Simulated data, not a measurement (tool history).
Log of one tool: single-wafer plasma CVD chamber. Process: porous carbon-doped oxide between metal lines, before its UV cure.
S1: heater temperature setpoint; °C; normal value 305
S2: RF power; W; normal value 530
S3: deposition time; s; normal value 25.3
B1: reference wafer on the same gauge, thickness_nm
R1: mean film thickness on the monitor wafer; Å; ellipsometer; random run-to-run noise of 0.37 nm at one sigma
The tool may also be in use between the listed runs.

| run | day | S1 | S2 | S3 | B1 | R1 |
|---|---|---|---|---|---|---|
| 1 | 0 | 294 | 530 | 22.2 | 174.962 | 1437.92 |
| 2 | 1.608 | 294 | 530 | 22.2 | 175.097 | 1438.26 |
| 3 | 4.875 | 308 | 530 | 25.3 | 174.979 | 1516.49 |
| 4 | 6.525 | 305 | 610 | 25.3 | 175.056 | 1710.59 |
| 5 | 9.104 | 305 | 610 | 25.3 | 174.906 | 1710.29 |
| 6 | 13.175 | 305 | 530 | 25.3 | 174.86 | 1544.15 |
| 7 | 14.833 | 305 | 530 | 25.3 | 174.972 | 1545.69 |
| 8 | 18.558 | 311 | 530 | 25.3 | 174.969 | 1500.81 |
| 9 | 20.579 | 305 | 585 | 23.1 | 175.033 | 1516.07 |
| 10 | 22.596 | 312 | 585 | 27.8 | 174.927 | 1750.5 |

For run 11, what comes out?
|  | 23.8 | thermocouple changed; heater temperature recalibrated |
| 11 | 32.954 | 292 | 530 | 27.8 | ? | ? |

Run 11 yielded B1 174.933, R1 1796.88 Å.
Without the tool's hidden state the same run would have given R1 1796.88 Å.

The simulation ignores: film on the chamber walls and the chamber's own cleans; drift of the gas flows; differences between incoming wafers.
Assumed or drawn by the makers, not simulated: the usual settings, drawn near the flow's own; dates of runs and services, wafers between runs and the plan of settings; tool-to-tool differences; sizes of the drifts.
